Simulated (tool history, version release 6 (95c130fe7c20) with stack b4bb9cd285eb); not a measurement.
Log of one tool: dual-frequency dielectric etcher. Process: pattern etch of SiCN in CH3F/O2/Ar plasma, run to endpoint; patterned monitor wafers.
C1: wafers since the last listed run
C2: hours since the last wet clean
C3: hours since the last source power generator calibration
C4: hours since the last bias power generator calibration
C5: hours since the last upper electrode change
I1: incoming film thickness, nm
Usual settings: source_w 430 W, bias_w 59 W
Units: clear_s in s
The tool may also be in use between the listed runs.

{"run": 1, "hour": 0.0, "source_w": 430, "bias_w": 59, "C1": 0, "C2": 518.3, "C3": 1463.8, "C4": 3875.6, "C5": 1792.3, "I1": 12.92, "clear_s": 34.1}
{"hour": 113.3, "done": "wet clean of the chamber"}
{"run": 2, "hour": 297.2, "source_w": 430, "bias_w": 59, "C1": 3352, "C2": 183.9, "C3": 1761, "C4": 4172.8, "C5": 2089.5, "I1": 12.73, "clear_s": 33.6}
{"run": 3, "hour": 393.0, "source_w": 430, "bias_w": 59, "C1": 1175, "C2": 279.7, "C3": 1856.8, "C4": 4268.6, "C5": 2185.3, "I1": 12.81, "clear_s": 33.6}
{"run": 4, "hour": 431.3, "source_w": 430, "bias_w": 59, "C1": 470, "C2": 318, "C3": 1895.1, "C4": 4306.9, "C5": 2223.6, "I1": 12.81, "clear_s": 33.6}
{"run": 5, "hour": 508.0, "source_w": 430, "bias_w": 52, "C1": 941, "C2": 394.7, "C3": 1971.8, "C4": 4383.6, "C5": 2300.3, "I1": 12.73, "clear_s": 36.1}
{"run": 6, "hour": 624.2, "source_w": 430, "bias_w": 52, "C1": 1426, "C2": 510.9, "C3": 2088, "C4": 4499.8, "C5": 2416.5, "I1": 12.7, "clear_s": 36.2}
{"run": 7, "hour": 676.8, "source_w": 430, "bias_w": 52, "C1": 645, "C2": 563.5, "C3": 2140.6, "C4": 4552.4, "C5": 2469.1, "I1": 12.74, "clear_s": 35.9}
{"hour": 767.7, "done": "wet clean of the chamber"}
{"run": 8, "hour": 768.2, "source_w": 430, "bias_w": 59, "C1": 827, "C2": 0.5, "C3": 2232, "C4": 4643.8, "C5": 2560.5, "I1": 12.85, "clear_s": 33.9}
{"run": 9, "hour": 808.5, "source_w": 430, "bias_w": 59, "C1": 494, "C2": 40.8, "C3": 2272.3, "C4": 4684.1, "C5": 2600.8, "I1": 12.66, "clear_s": 33.4}
{"hour": 883.0, "done": "upper electrode replaced"}
{"run": 10, "hour": 883.5, "source_w": 430, "bias_w": 59, "C1": 625, "C2": 115.8, "C3": 2347.3, "C4": 4759.1, "C5": 0.5, "I1": 12.84, "clear_s": 33.7}
{"hour": 947.2, "done": "source power generator calibrated"}
{"run": 11, "hour": 1025.3, "source_w": 430, "bias_w": 59, "C1": 1691, "C2": 257.6, "C3": 78.1, "C4": 4900.9, "C5": 142.3, "I1": 12.91, "clear_s": 33}
{"run": 12, "hour": 1097.3, "source_w": 430, "bias_w": 59, "C1": 883, "C2": 329.6, "C3": 150.1, "C4": 4972.9, "C5": 214.3, "I1": 12.73, "clear_s": 32.3}
{"run": 13, "hour": 1201.3, "source_w": 430, "bias_w": 59, "C1": 1276, "C2": 433.6, "C3": 254.1, "C4": 5076.9, "C5": 318.3, "I1": 12.75, "clear_s": 32.3}
{"run": 14, "hour": 1282.0, "source_w": 430, "bias_w": 59, "C1": 990, "C2": 514.3, "C3": 334.8, "C4": 5157.6, "C5": 399, "I1": 12.77, "clear_s": 32.6}
{"run": 15, "hour": 1339.0, "source_w": 430, "bias_w": 62, "C1": 699, "C2": 571.3, "C3": 391.8, "C4": 5214.6, "C5": 456, "I1": 12.87, "clear_s": 32.1}
{"hour": 1437.7, "done": "wet clean of the chamber"}
{"run": 16, "hour": 1438.2, "source_w": 470, "bias_w": 49, "C1": 922, "C2": 0.5, "C3": 491, "C4": 5313.8, "C5": 555.2, "I1": 12.79, "clear_s": 35}
{"run": 17, "hour": 1506.0, "source_w": 510, "bias_w": 66, "C1": 832, "C2": 68.3, "C3": 558.8, "C4": 5381.6, "C5": 623, "I1": 12.91, "clear_s": 29.3}

Run 18 comes next. What will it give?
{"hour": 1537.2, "done": "source power generator calibrated, repeated, since the last time left the tool worse"}
{"run": 18, "hour": 1557.0, "source_w": 520, "bias_w": 54, "C1": 576, "C2": 119.3, "C3": 19.8, "C4": 5432.6, "C5": 674, "I1": 12.9, "clear_s": "?"}

{"run 18": {"clear_s": 32.7}}
Without the tool's hidden state the same run would have given clear_s 32.7 s.
